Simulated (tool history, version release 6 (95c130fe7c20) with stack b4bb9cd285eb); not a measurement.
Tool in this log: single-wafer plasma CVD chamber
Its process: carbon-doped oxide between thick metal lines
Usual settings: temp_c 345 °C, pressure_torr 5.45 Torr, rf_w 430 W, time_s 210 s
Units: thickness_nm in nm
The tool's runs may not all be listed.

run     day  temp_c  pressure_torr  rf_w  time_s  read-back reference wafer on the same gauge, thickness_nm  thickness_nm
  1   0.000     345           5.45   430     210                                                    988.759       943.189
  2   1.625     345           5.45   430     210                                                    988.015       946.403
  3   3.217     345           5.45   430     210                                                    988.349       949.070
      4.104  -- showerhead replaced, of another model than before
  4   5.042     345           5.45   465     210                                                    988.780      1016.590
  5   7.925     345           5.45   465     210                                                    987.704      1022.311
  6   9.783     345           5.45   395     210                                                    986.443       869.488
     11.342  -- gauge calibrated
  7  12.483     345           5.45   395     210                                                    988.395       865.891
  8  15.162     345           5.45   430     210                                                    988.549       940.841
  9  17.067     330           5.45   430     226                                                    988.645      1070.425
 10  19.771     345           5.45   430     243                                                    988.330      1095.644
     24.625  -- capacitance manometer re-zeroed and calibrated
 11  28.408     345           5.45   430     210                                                    988.211       956.346
 12  29.942     336           5.45   430     210                                                    987.588       982.043
 13  31.400     356           5.94   375     174                                                    989.119       676.698
 14  33.742     345           5.45   430     210                                                    987.899       955.155
 15  35.038     345           5.45   360     210                                                    988.600       793.296
     36.254  -- RF generator calibrated
     36.938  -- thermocouple changed; heater temperature recalibrated
 16  37.854     334           5.45   360     185                                                    988.515       726.499
 17  40.488     345           5.45   430     186                                                    989.016       844.852
 18  43.408     345           5.03   430     210                                                    987.668       933.220
 19  44.796     349           5.45   375     210                                                    988.663       820.111
 20  51.654     345           5.45   430     210                                                    988.098       949.448

Forecast run 21:
 21  54.321     345           5.92   365     210                                                          ?             ?

Run 21 came out at read-back reference wafer on the same gauge, thickness_nm 988.380, thickness_nm 813.639 nm.
Minus the tool's unlogged condition, the same run would have read thickness_nm 816.362 nm.
